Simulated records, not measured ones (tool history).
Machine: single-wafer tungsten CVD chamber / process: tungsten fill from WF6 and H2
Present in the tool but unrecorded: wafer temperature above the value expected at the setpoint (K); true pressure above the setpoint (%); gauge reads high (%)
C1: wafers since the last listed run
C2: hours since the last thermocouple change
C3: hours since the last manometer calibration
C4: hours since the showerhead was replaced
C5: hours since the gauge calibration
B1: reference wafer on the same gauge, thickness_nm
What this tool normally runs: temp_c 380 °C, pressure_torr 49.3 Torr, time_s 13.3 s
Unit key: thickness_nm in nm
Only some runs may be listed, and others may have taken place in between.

Run 1, hour 0: usual settings but time_s 12.7 s; C1 0; C2 2272.1; C3 1680.2; C4 2607.3; C5 185.6; B1 33.103. Result: thickness_nm 25.408 nm.
Run 2, hour 10.5: usual settings but time_s 12.7 s; C1 244; C2 2282.6; C3 1690.7; C4 2617.8; C5 196.1; B1 33.095. Result: thickness_nm 25.47 nm.
Run 3, hour 28.4: usual settings but pressure_torr 52.1 Torr; C1 416; C2 2300.5; C3 1708.6; C4 2635.7; C5 214; B1 33.053. Result: thickness_nm 27.207 nm.
Run 4, hour 40.8: usual settings but pressure_torr 52.1 Torr; C1 288; C2 2312.9; C3 1721; C4 2648.1; C5 226.4; B1 33.09. Result: thickness_nm 27.408 nm.
Run 5, hour 47.1: usual settings but time_s 12 s; C1 146; C2 2319.2; C3 1727.3; C4 2654.4; C5 232.7; B1 33.079. Result: thickness_nm 23.985 nm.
Run 6, hour 64.9: usual settings but pressure_torr 52.6 Torr; C1 413; C2 2337; C3 1745.1; C4 2672.2; C5 250.5; B1 33.119. Result: thickness_nm 27.591 nm.
Run 7, hour 81: usual settings but pressure_torr 52.6 Torr; C1 374; C2 2353.1; C3 1761.2; C4 2688.3; C5 266.6; B1 33.09. Result: thickness_nm 27.5 nm.
Run 8, hour 95.7: usual settings but pressure_torr 52.6 Torr; C1 341; C2 2367.8; C3 1775.9; C4 2703; C5 281.3; B1 33.114. Result: thickness_nm 27.492 nm.
At hour 105.9: thermocouple changed; heater temperature recalibrated.
Run 9, hour 106.4: usual settings; C1 62; C2 0.5; C3 1786.6; C4 2713.7; C5 292; B1 33.142. Result: thickness_nm 29.574 nm.
Run 10, hour 117.4: usual settings but pressure_torr 40.8 Torr, time_s 15.4 s; C1 255; C2 11.5; C3 1797.6; C4 2724.7; C5 303; B1 33.067. Result: thickness_nm 30.75 nm.
Run 11, hour 126.8: usual settings but pressure_torr 40.8 Torr, time_s 15.4 s; C1 218; C2 20.9; C3 1807; C4 2734.1; C5 312.4; B1 33.077. Result: thickness_nm 30.657 nm.
Run 12, hour 135.3: usual settings; C1 197; C2 29.4; C3 1815.5; C4 2742.6; C5 320.9; B1 33.083. Result: thickness_nm 29.396 nm.
Run 13, hour 141.4: usual settings; C1 141; C2 35.5; C3 1821.6; C4 2748.7; C5 327; B1 33.1. Result: thickness_nm 29.386 nm.
At hour 155.6: showerhead replaced.
Run 14, hour 157.9: usual settings but temp_c 365 °C, pressure_torr 60.9 Torr, time_s 11.4 s; C1 197; C2 52; C3 1838.1; C4 2.3; C5 343.5; B1 33.101. Result: thickness_nm 19.479 nm.
Run 15, hour 169.8: usual settings but temp_c 370 °C; C1 276; C2 63.9; C3 1850; C4 14.2; C5 355.4; B1 33.066. Result: thickness_nm 23.19 nm.
Run 16, hour 186.1: usual settings but pressure_torr 39.3 Torr; C1 379; C2 80.2; C3 1866.3; C4 30.5; C5 371.7; B1 33.103. Result: thickness_nm 26.006 nm.
Run 17, hour 195.7: usual settings but pressure_torr 55.3 Torr, time_s 10.7 s; C1 223; C2 89.8; C3 1875.9; C4 40.1; C5 381.3; B1 33.1. Result: thickness_nm 25.182 nm.
Run 18, hour 207.6: usual settings but temp_c 376 °C, pressure_torr 56.2 Torr; C1 276; C2 101.7; C3 1887.8; C4 52; C5 393.2; B1 33.115. Result: thickness_nm 28.606 nm.
At hour 235.4: gauge calibrated.
At hour 254.9: capacitance manometer re-zeroed and calibrated.
Run 19, hour 255.4: usual settings but temp_c 386 °C, time_s 11 s; C1 925; C2 149.5; C3 0.5; C4 99.8; C5 20; B1 33.138. Result: thickness_nm 27.738 nm.
Run 20, hour 259.4: usual settings; C1 93; C2 153.5; C3 4.5; C4 103.8; C5 24; B1 33.13. Result: thickness_nm 29.443 nm.
Run 21, hour 274.6: usual settings but temp_c 373 °C, pressure_torr 58.3 Torr; C1 353; C2 168.7; C3 19.7; C4 119; C5 39.2; B1 33.11. Result: thickness_nm 27.069 nm.
Run 22, hour 285.6: usual settings but time_s 15.5 s; C1 255; C2 179.7; C3 30.7; C4 130; C5 50.2; B1 33.102. Result: thickness_nm 34.228 nm.
Run 23, hour 294.6: usual settings but temp_c 370 °C, pressure_torr 38.2 Torr; C1 209; C2 188.7; C3 39.7; C4 139; C5 59.2; B1 33.108. Result: thickness_nm 20.243 nm.
Run 24, hour 309.1: usual settings but pressure_torr 61.1 Torr, time_s 10.9 s; C1 337; C2 203.2; C3 54.2; C4 153.5; C5 73.7; B1 33.092. Result: thickness_nm 26.947 nm.
Run 25, hour 318.7: usual settings but temp_c 373 °C, pressure_torr 58.3 Torr; C1 223; C2 212.8; C3 63.8; C4 163.1; C5 83.3; B1 33.103. Result: thickness_nm 27.148 nm.
Run 26, hour 333: usual settings but pressure_torr 57.6 Torr, time_s 14.6 s; C1 332; C2 227.1; C3 78.1; C4 177.4; C5 97.6; B1 33.105. Result: thickness_nm 34.738 nm.
Run 27, hour 348.2: usual settings but time_s 12.7 s; C1 353; C2 242.3; C3 93.3; C4 192.6; C5 112.8; B1 33.083. Result: thickness_nm 28.128 nm.
Run 28, hour 355.4: usual settings but time_s 12 s; C1 167; C2 249.5; C3 100.5; C4 199.8; C5 120; B1 33.104. Result: thickness_nm 26.528 nm.
Run 29, hour 370.6: usual settings but pressure_torr 52.8 Torr, time_s 12.3 s; C1 353; C2 264.7; C3 115.7; C4 215; C5 135.2; B1 33.122. Result: thickness_nm 28.209 nm.
Run 30, hour 384.4: usual settings but temp_c 375 °C, time_s 11 s; C1 320; C2 278.5; C3 129.5; C4 228.8; C5 149; B1 33.13. Result: thickness_nm 21.581 nm.
Run 31, hour 400.8: usual settings but temp_c 368 °C, pressure_torr 59.9 Torr; C1 381; C2 294.9; C3 145.9; C4 245.2; C5 165.4; B1 33.095. Result: thickness_nm 24.285 nm.
Run 32, hour 412.1: usual settings but pressure_torr 42.5 Torr; C1 262; C2 306.2; C3 157.2; C4 256.5; C5 176.7; B1 33.116. Result: thickness_nm 27.218 nm.
Run 33, hour 424.5: usual settings but pressure_torr 60.4 Torr, time_s 15.9 s; C1 288; C2 318.6; C3 169.6; C4 268.9; C5 189.1; B1 33.092. Result: thickness_nm 38.985 nm.

Consider 5 possible next runs. They are alternatives, not a sequence: every one starts from the tool as it was left by run 33. What does each give?
Run A, hour 424.9: usual settings; C1 9; C2 319; C3 170; C4 269.3; C5 189.5; B1 ?. Result: thickness_nm ?.
Run B, hour 424.9: usual settings but temp_c 365 °C, time_s 10.7 s; C1 9; C2 319; C3 170; C4 269.3; C5 189.5; B1 ?. Result: thickness_nm ?.
Run C, hour 424.9: usual settings but temp_c 389 °C, time_s 15.4 s; C1 9; C2 319; C3 170; C4 269.3; C5 189.5; B1 ?. Result: thickness_nm ?.
Run D, hour 424.9: usual settings but temp_c 391 °C, time_s 11.4 s; C1 9; C2 319; C3 170; C4 269.3; C5 189.5; B1 ?. Result: thickness_nm ?.
Run E, hour 424.9: usual settings but temp_c 387 °C, pressure_torr 44.2 Torr; C1 9; C2 319; C3 170; C4 269.3; C5 189.5; B1 ?. Result: thickness_nm ?.

run      B1  thickness_nm
  A  33.098         29.37
  B  33.098        16.448
  C  33.098        41.737
  D  33.098        32.235
  E  33.098        32.547
Without the tool's hidden state the same runs would have given:
run  thickness_nm
  A        29.852
  B        16.736
  C        42.387
  D        32.726
  E        33.061

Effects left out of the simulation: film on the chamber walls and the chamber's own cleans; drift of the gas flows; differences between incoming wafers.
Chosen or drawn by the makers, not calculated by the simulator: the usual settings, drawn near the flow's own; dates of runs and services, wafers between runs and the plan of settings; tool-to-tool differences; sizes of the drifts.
